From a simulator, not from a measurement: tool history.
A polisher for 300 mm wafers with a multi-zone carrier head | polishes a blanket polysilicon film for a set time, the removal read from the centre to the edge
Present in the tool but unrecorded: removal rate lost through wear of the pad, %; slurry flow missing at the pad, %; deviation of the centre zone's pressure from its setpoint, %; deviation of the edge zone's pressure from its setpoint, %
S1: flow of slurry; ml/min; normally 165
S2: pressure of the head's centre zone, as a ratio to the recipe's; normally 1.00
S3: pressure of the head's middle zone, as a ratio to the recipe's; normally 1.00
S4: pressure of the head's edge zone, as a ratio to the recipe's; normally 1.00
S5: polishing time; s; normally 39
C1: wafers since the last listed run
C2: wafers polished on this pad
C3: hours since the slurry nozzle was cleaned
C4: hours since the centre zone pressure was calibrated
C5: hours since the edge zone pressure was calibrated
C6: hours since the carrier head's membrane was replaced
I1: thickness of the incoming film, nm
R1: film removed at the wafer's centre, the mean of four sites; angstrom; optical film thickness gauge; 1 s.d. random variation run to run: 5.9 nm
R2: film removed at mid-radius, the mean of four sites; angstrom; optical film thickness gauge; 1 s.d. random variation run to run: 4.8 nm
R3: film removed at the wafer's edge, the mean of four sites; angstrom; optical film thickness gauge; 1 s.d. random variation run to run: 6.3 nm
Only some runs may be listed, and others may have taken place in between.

| run | hour | S1 | S2 | S3 | S4 | S5 | C1 | C2 | C3 | C4 | C5 | C6 | I1 | R1 | R2 | R3 |
|---|---|---|---|---|---|---|---|---|---|---|---|---|---|---|---|---|
| 1 | 0.0 | 165 | 1.00 | 1.00 | 1.00 | 39 | 0 | 993 | 602.4 | 288.4 | 460.2 | 1238.9 | 1368.8 | 4664 | 4293 | 4390 |
|  | 14.0 | worn pad replaced by a new one |
| 2 | 30.9 | 165 | 1.00 | 1.00 | 1.00 | 39 | 159 | 99 | 633.3 | 319.3 | 491.1 | 1269.8 | 1376.9 | 4721 | 4361 | 4207 |
|  | 56.4 | centre zone pressure recalibrated |
| 3 | 90.0 | 165 | 1.00 | 1.00 | 1.00 | 39 | 337 | 437 | 692.4 | 33.6 | 550.2 | 1328.9 | 1387.5 | 4358 | 4449 | 4256 |
| 4 | 154.2 | 165 | 1.00 | 1.08 | 1.00 | 39 | 379 | 816 | 756.6 | 97.8 | 614.4 | 1393.1 | 1365.1 | 4416 | 4643 | 4287 |
|  | 225.4 | worn pad replaced by a new one |
| 5 | 258.1 | 165 | 1.00 | 1.08 | 1.00 | 39 | 590 | 193 | 860.5 | 201.7 | 718.3 | 1497.0 | 1402.8 | 4476 | 4606 | 4398 |
| 6 | 293.9 | 165 | 1.00 | 0.95 | 1.00 | 39 | 211 | 404 | 896.3 | 237.5 | 754.1 | 1532.8 | 1390.6 | 4675 | 4271 | 4182 |
| 7 | 346.2 | 165 | 0.92 | 1.00 | 1.00 | 39 | 309 | 713 | 948.6 | 289.8 | 806.4 | 1585.1 | 1370.9 | 4431 | 4432 | 4171 |
|  | 376.9 | slurry nozzle cleaned |
|  | 395.8 | edge zone pressure recalibrated |
|  | 402.9 | worn pad replaced by a new one |
|  | 404.6 | centre zone pressure recalibrated |
| 8 | 407.9 | 165 | 1.00 | 1.00 | 1.00 | 27 | 313 | 19 | 31.0 | 3.3 | 12.1 | 1646.8 | 1365.9 | 3038 | 3051 | 2922 |
| 9 | 472.7 | 165 | 1.00 | 1.00 | 1.00 | 39 | 383 | 402 | 95.8 | 68.1 | 76.9 | 1711.6 | 1354.1 | 4432 | 4253 | 4152 |
| 10 | 511.2 | 145 | 1.00 | 1.00 | 1.00 | 39 | 227 | 630 | 134.3 | 106.6 | 115.4 | 1750.1 | 1368.9 | 4426 | 4298 | 4187 |
|  | 553.8 | carrier head's membrane replaced by a new one |
| 11 | 554.5 | 165 | 1.00 | 1.07 | 1.04 | 39 | 226 | 856 | 177.6 | 149.9 | 158.7 | 0.7 | 1379.4 | 4580 | 4522 | 4344 |
|  | 580.2 | worn pad replaced by a new one |
| 12 | 598.3 | 165 | 1.08 | 1.00 | 1.07 | 49 | 235 | 107 | 221.4 | 193.7 | 202.5 | 44.5 | 1368.0 | 6189 | 5453 | 5496 |
| 13 | 645.2 | 165 | 1.00 | 1.00 | 1.00 | 39 | 277 | 384 | 268.3 | 240.6 | 249.4 | 91.4 | 1374.8 | 4642 | 4380 | 4178 |
|  | 715.2 | centre zone pressure recalibrated |
|  | 761.7 | worn pad replaced by a new one |
| 14 | 766.9 | 165 | 1.00 | 1.00 | 1.00 | 39 | 683 | 30 | 390.0 | 51.7 | 371.1 | 213.1 | 1391.6 | 4281 | 4486 | 4307 |

Each row is a separate what-if for the run after 14, all from the same tool condition, not one after another. Results?
| A | 767.3 | 165 | 1.00 | 1.00 | 1.00 | 39 | 2 | 33 | 390.4 | 52.1 | 371.5 | 213.5 | 1407.3 | ? | ? | ? |
| B | 767.3 | 145 | 0.93 | 1.00 | 1.00 | 49 | 2 | 33 | 390.4 | 52.1 | 371.5 | 213.5 | 1407.3 | ? | ? | ? |
| C | 767.3 | 195 | 1.04 | 0.90 | 1.00 | 39 | 2 | 33 | 390.4 | 52.1 | 371.5 | 213.5 | 1407.3 | ? | ? | ? |
| D | 767.3 | 165 | 1.00 | 1.00 | 0.96 | 39 | 2 | 33 | 390.4 | 52.1 | 371.5 | 213.5 | 1407.3 | ? | ? | ? |
| E | 767.3 | 165 | 0.95 | 1.00 | 0.89 | 27 | 2 | 33 | 390.4 | 52.1 | 371.5 | 213.5 | 1407.3 | ? | ? | ? |

| run | R1 | R2 | R3 |
|---|---|---|---|
| A | 4287 | 4390 | 4314 |
| B | 4931 | 5372 | 5317 |
| C | 4569 | 4251 | 4411 |
| D | 4287 | 4390 | 4236 |
| E | 2848 | 3040 | 2837 |
Take away the tool's hidden state, keep each run's random variation, and the runs would have read:
| run | R1 | R2 | R3 |
|---|---|---|---|
| A | 4257 | 4390 | 4314 |
| B | 4896 | 5373 | 5317 |
| C | 4538 | 4251 | 4411 |
| D | 4257 | 4390 | 4236 |
| E | 2828 | 3040 | 2837 |
